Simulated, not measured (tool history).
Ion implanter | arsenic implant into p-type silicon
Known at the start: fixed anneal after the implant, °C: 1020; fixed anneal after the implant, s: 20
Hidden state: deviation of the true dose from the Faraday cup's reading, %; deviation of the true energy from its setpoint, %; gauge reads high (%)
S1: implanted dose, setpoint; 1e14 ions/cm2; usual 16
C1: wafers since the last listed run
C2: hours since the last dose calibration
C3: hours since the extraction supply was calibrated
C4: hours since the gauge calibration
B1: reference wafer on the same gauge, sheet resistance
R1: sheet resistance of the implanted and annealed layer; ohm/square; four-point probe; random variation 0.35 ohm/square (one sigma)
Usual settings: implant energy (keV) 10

run 1 hour=0 | S1=16 implant_energy_(keV)=10 | C1=0 C2=848 C3=4808.3 C4=5.2 | B1=137.24 | R1=121.43
run 2 hour=14.8 | S1=16 implant_energy_(keV)=10 | C1=284 C2=862.8 C3=4823.1 C4=20 | B1=137.42 | R1=121.1
run 3 hour=34.6 | S1=18.57 implant_energy_(keV)=10 | C1=380 C2=882.6 C3=4842.9 C4=39.8 | B1=137.74 | R1=117.98
run 4 hour=59.8 | S1=18.57 implant_energy_(keV)=10 | C1=483 C2=907.8 C3=4868.1 C4=65 | B1=138.1 | R1=117.7
run 5 hour=85.1 | S1=18.57 implant_energy_(keV)=10 | C1=485 C2=933.1 C3=4893.4 C4=90.3 | B1=138.27 | R1=117.77
run 6 hour=106.7 | S1=16 implant_energy_(keV)=10 | C1=414 C2=954.7 C3=4915 C4=111.9 | B1=138.44 | R1=122.42
run 7 hour=180.5 | S1=16 implant_energy_(keV)=10 | C1=1416 C2=1028.5 C3=4988.8 C4=185.7 | B1=138.81 | R1=123.09
run 8 hour=207.4 | S1=16 implant_energy_(keV)=7.5 | C1=516 C2=1055.4 C3=5015.7 C4=212.6 | B1=138.89 | R1=127.23
run 9 hour=233.3 | S1=14.29 implant_energy_(keV)=8 | C1=497 C2=1081.3 C3=5041.6 C4=238.5 | B1=139.01 | R1=130.2
-- hour=270 extraction supply calibrated
run 10 hour=335.5 | S1=12.09 implant_energy_(keV)=11 | C1=1808 C2=1183.5 C3=65.5 C4=340.7 | B1=139.19 | R1=133.28
-- hour=336.3 gauge calibrated
run 11 hour=364 | S1=20.01 implant_energy_(keV)=10 | C1=547 C2=1212 C3=94 C4=27.7 | B1=137.55 | R1=115.01
-- hour=393.3 Faraday cup replaced and dose calibrated
run 12 hour=393.8 | S1=17.26 implant_energy_(keV)=11 | C1=418 C2=0.5 C3=123.8 C4=57.5 | B1=138.01 | R1=118.84
run 13 hour=416.5 | S1=18.93 implant_energy_(keV)=12 | C1=435 C2=23.2 C3=146.5 C4=80.2 | B1=138.13 | R1=114.53
run 14 hour=462.3 | S1=17.26 implant_energy_(keV)=11 | C1=879 C2=69 C3=192.3 C4=126 | B1=138.48 | R1=117.96
run 15 hour=493.3 | S1=13.68 implant_energy_(keV)=13.5 | C1=595 C2=100 C3=223.3 C4=157 | B1=138.68 | R1=123.81

4 ways to go on from here, each from the tool as it stands after run 15. What would each give?
run A hour=493.7 | S1=16 implant_energy_(keV)=10 | C1=7 C2=100.4 C3=223.7 C4=157.4 | B1=? | R1=?
run B hour=493.7 | S1=19.52 implant_energy_(keV)=11.5 | C1=7 C2=100.4 C3=223.7 C4=157.4 | B1=? | R1=?
run C hour=493.7 | S1=13.16 implant_energy_(keV)=7.5 | C1=7 C2=100.4 C3=223.7 C4=157.4 | B1=? | R1=?
run D hour=493.7 | S1=17.38 implant_energy_(keV)=10 | C1=7 C2=100.4 C3=223.7 C4=157.4 | B1=? | R1=?

run=A B1=138.68 R1=123.15
run=B B1=138.68 R1=115.26
run=C B1=138.68 R1=135.21
run=D B1=138.68 R1=120.56
Without the tool's hidden state the same runs would have given:
run=A R1=121.66
run=B R1=113.86
run=C R1=133.58
run=D R1=119.1
